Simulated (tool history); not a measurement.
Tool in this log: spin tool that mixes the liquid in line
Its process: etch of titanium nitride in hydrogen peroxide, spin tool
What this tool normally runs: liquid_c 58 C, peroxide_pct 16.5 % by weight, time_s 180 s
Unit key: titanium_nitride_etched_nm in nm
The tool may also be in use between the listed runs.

run   hour  liquid_c  peroxide_pct  time_s  read-back film thickness of the titanium nitride reference wafer, read on the same gauge (nm)  titanium_nitride_etched_nm
  1      0        66          20.5     150                                                                                         109.99                       13.25
       6.9  -- gauge calibrated
  2   15.2        58          16.5     180                                                                                         110.03                        8.74
  3   29.3        66          16.5     180                                                                                         109.98                          15
  4   44.3        58          16.5     180                                                                                         110.02                         8.8
  5   88.3        62            13     290                                                                                         109.99                       17.71
  6   96.7        65          16.5     180                                                                                         110.02                       14.04
  7  104.2        50          16.5     280                                                                                            110                        7.62
     106.6  -- new drum of peroxide connected
  8  117.9        61          13.5     145                                                                                         110.03                         8.2
  9  126.6        58          16.5     180                                                                                         110.03                         8.7
 10  141.8        58          18.5     180                                                                                         109.98                        8.93
 11  158.6        58          21.5     180                                                                                         109.98                        9.24
 12  174.8        58            12     260                                                                                         109.98                       11.76
 13  190.7        49          19.5     120                                                                                         110.01                        3.13
     206.6  -- heated supply line repaired
 14    212      61.5          19.5     285                                                                                            110                        21.2
 15  228.4        52          16.5     180                                                                                            110                        6.85
 16  246.4        58          16.5     180                                                                                         109.97                       10.22
 17  257.7        61          16.5     220                                                                                         109.99                       15.49
 18  273.4        58          16.5     265                                                                                            110                       14.93
 19  289.5      54.5            21     180                                                                                            110                        8.46
 20  299.8        48          16.5     180                                                                                            110                        4.98
 21  312.6        58          16.5     180                                                                                         109.98                       10.17
 22  325.7      54.5          21.5     145                                                                                            110                        6.83
 23  334.9      51.5            20     105                                                                                         110.01                        3.94
 24  344.1        58          16.5     180                                                                                         109.98                       10.17

How would selected steps in titanium_nitride_etched_nm from run to run divide? Give the signed amount a tool lacking its hidden state would still show from settings, what came in and random variation, and the signed amount left for the hidden state, including any gauge scatter that is not in both of the compared results.
The hidden state here: liquid hotter than its thermometer reads (K); peroxide flow above the setpoint (%); temperature lost on the way to the wafer (K); peroxide weaker than its label (%); gauge reads high (%).
Run 4 -> 5: liquid_c 58 -> 62, peroxide_pct 16.5 -> 13, time_s 180 -> 290. titanium_nitride_etched_nm +8.91 nm: hidden state -1.37, all else +10.28.
Run 12 -> 13: liquid_c 58 -> 49, peroxide_pct 12 -> 19.5, time_s 260 -> 120. titanium_nitride_etched_nm -8.63 nm: hidden state +1.39, all else -10.02.
Run 13 -> 14: liquid_c 49 -> 61.5, time_s 120 -> 285, heated supply line repaired. titanium_nitride_etched_nm +18.07 nm: hidden state +0.95, all else +17.12.
Run 14 -> 15: liquid_c 61.5 -> 52, peroxide_pct 19.5 -> 16.5, time_s 285 -> 180. titanium_nitride_etched_nm -14.35 nm: hidden state -0.26, all else -14.09.
